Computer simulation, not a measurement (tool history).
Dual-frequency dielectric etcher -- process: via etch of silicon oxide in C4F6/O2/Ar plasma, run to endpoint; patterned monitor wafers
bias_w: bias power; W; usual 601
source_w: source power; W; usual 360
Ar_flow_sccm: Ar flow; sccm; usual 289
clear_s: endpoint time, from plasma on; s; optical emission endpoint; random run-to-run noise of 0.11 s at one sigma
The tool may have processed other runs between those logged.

run	hour	bias_w	source_w	Ar_flow_sccm	incoming incoming film thickness, nm	clear_s
1	0.0	601	360	344	170.0	35.2
# hour 53.5: wet clean of the chamber
2	95.5	601	360	344	168.9	34.8
3	194.8	690	360	289	169.8	31.6
4	277.2	690	360	289	167.5	31.2
# hour 506.3: wet clean of the chamber
5	506.8	601	360	289	169.7	34.2
6	541.5	601	360	289	167.2	33.5
7	628.1	601	360	289	169.1	34.0
8	682.3	601	360	289	168.8	33.8
9	743.3	601	360	335	170.2	34.9
10	939.7	601	360	335	166.3	33.8
# hour 965.5: bias power generator calibrated
# hour 993.7: upper electrode replaced
# hour 1021.8: Ar flow controller replaced
# hour 1036.9: wet clean of the chamber
11	1037.7	601	360	335	168.2	35.5
12	1098.9	601	360	289	167.2	34.6
13	1197.6	601	360	289	166.6	34.3
14	1270.7	601	310	289	168.7	36.8
15	1376.8	558	420	345	167.9	34.9
16	1427.6	703	440	268	166.9	29.0
# hour 1439.4: source power generator calibrated
17	1496.9	481	400	256	168.5	38.4
# hour 1561.3: wet clean of the chamber
18	1561.8	601	290	289	167.0	37.7
19	1589.0	707	390	310	169.0	31.4
20	1626.4	640	360	289	168.7	34.1
21	1686.2	472	360	345	170.7	42.1
22	1770.0	601	360	289	168.3	35.0
23	1813.4	478	390	218	167.8	37.7
24	1920.9	745	360	349	167.7	31.3
25	2013.4	601	360	289	168.6	34.8

Hidden state or all else? Some run-to-run changes of clear_s, split into what the settings, what came in and random variation would give without the hidden state, and what is left for the hidden state (with any gauge scatter that isn't in both results):
The tool's hidden condition here consists of: etch rate over this chamber's usual, %; bias power that arrives over what is set, %; source power that arrives over what is set, %; Ar flow that arrives over what is set, %.
Run 4 -> 5: bias_w 690 -> 601, wet clean of the chamber. clear_s +3.0 s: hidden state -0.3, all else +3.3.
Run 10 -> 11: bias power generator calibrated, upper electrode replaced, Ar flow controller replaced, wet clean of the chamber. clear_s +1.7 s: hidden state +1.1, all else +0.6.
Run 16 -> 17: bias_w 703 -> 481, source_w 440 -> 400, Ar_flow_sccm 268 -> 256, source power generator calibrated. clear_s +9.4 s: hidden state +0.3, all else +9.1.
Run 20 -> 21: bias_w 640 -> 472, Ar_flow_sccm 289 -> 345. clear_s +8.0 s: hidden state -0.2, all else +8.2.
